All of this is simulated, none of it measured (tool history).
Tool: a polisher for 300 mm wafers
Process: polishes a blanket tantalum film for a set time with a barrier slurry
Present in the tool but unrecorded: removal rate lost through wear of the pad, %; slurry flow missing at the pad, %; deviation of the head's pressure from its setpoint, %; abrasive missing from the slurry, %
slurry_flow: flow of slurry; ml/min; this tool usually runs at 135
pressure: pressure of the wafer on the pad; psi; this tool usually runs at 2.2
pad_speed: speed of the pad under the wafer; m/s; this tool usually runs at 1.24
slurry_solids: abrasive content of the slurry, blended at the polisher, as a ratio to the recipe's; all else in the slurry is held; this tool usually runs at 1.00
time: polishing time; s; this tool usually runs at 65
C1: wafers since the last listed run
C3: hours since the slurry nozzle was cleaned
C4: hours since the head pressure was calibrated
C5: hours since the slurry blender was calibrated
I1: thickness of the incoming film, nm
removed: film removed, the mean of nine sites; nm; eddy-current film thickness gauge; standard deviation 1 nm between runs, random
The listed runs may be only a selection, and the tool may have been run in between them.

Run 1, hour 0.0: usual settings but time 81 s; C1 0; wafers polished on this pad 535; C3 531.2; C4 161.0; C5 295.7; I1 422.9. Result: removed 188.9 nm.
At hour 10.5: worn pad replaced by a new one.
Run 2, hour 11.0: usual settings; C1 68; wafers polished on this pad 4; C3 542.2; C4 172.0; C5 306.7; I1 434.8. Result: removed 156.8 nm.
Run 3, hour 19.5: usual settings; C1 83; wafers polished on this pad 87; C3 550.7; C4 180.5; C5 315.2; I1 429.5. Result: removed 156.3 nm.
Run 4, hour 35.5: usual settings; C1 156; wafers polished on this pad 243; C3 566.7; C4 196.5; C5 331.2; I1 427.1. Result: removed 152.3 nm.
Run 5, hour 49.1: usual settings but pad_speed 1.44 m/s; C1 132; wafers polished on this pad 376; C3 580.3; C4 210.1; C5 344.8; I1 434.3. Result: removed 174.1 nm.
Run 6, hour 60.1: usual settings; C1 107; wafers polished on this pad 484; C3 591.3; C4 221.1; C5 355.8; I1 430.5. Result: removed 151.7 nm.
Run 7, hour 68.1: usual settings; C1 78; wafers polished on this pad 562; C3 599.3; C4 229.1; C5 363.8; I1 434.9. Result: removed 152.6 nm.
At hour 75.9: worn pad replaced by a new one.
Run 8, hour 81.5: usual settings; C1 91; wafers polished on this pad 54; C3 612.7; C4 242.5; C5 377.2; I1 435.2. Result: removed 157.0 nm.
Run 9, hour 98.6: usual settings but time 80 s; C1 167; wafers polished on this pad 221; C3 629.8; C4 259.6; C5 394.3; I1 421.0. Result: removed 188.1 nm.
Run 10, hour 105.0: usual settings but slurry_flow 165 ml/min; C1 62; wafers polished on this pad 283; C3 636.2; C4 266.0; C5 400.7; I1 435.0. Result: removed 156.6 nm.
At hour 113.2: slurry nozzle cleaned.
Run 11, hour 115.6: usual settings but slurry_flow 120 ml/min, slurry_solids 1.25, time 45 s; C1 93; wafers polished on this pad 377; C3 2.4; C4 276.6; C5 411.3; I1 424.6. Result: removed 109.9 nm.
Run 12, hour 128.7: usual settings; C1 127; wafers polished on this pad 505; C3 15.5; C4 289.7; C5 424.4; I1 436.9. Result: removed 152.0 nm.
At hour 138.1: worn pad replaced by a new one.
Run 13, hour 138.6: usual settings but slurry_flow 150 ml/min, pressure 1.8 psi, pad_speed 0.84 m/s, time 43 s; C1 57; wafers polished on this pad 4; C3 25.4; C4 299.6; C5 434.3; I1 433.0. Result: removed 66.6 nm.
At hour 143.5: slurry blender recalibrated.
At hour 144.3: head pressure recalibrated.
Run 14, hour 153.3: usual settings; C1 116; wafers polished on this pad 121; C3 40.1; C4 9.0; C5 9.8; I1 423.6. Result: removed 155.6 nm.
Run 15, hour 163.1: usual settings; C1 95; wafers polished on this pad 217; C3 49.9; C4 18.8; C5 19.6; I1 433.4. Result: removed 152.7 nm.
Run 16, hour 173.1: usual settings but pad_speed 1.54 m/s; C1 97; wafers polished on this pad 314; C3 59.9; C4 28.8; C5 29.6; I1 432.9. Result: removed 185.3 nm.
At hour 192.1: worn pad replaced by a new one.
Run 17, hour 192.6: usual settings but slurry_flow 110 ml/min, pad_speed 1.56 m/s, slurry_solids 1.20, time 71 s; C1 151; wafers polished on this pad 4; C3 79.4; C4 48.3; C5 49.1; I1 434.1. Result: removed 213.4 nm.

Results per run with the tool's hidden condition removed, run-to-run variation unchanged:
run  removed
  1    194.9
  2    157.3
  3    158.5
  4    156.1
  5    179.3
  6    156.6
  7    157.7
  8    159.0
  9    193.2
 10    161.3
 11    113.6
 12    157.4
 13     67.0
 14    159.2
 15    157.1
 16    191.3
 17    213.6

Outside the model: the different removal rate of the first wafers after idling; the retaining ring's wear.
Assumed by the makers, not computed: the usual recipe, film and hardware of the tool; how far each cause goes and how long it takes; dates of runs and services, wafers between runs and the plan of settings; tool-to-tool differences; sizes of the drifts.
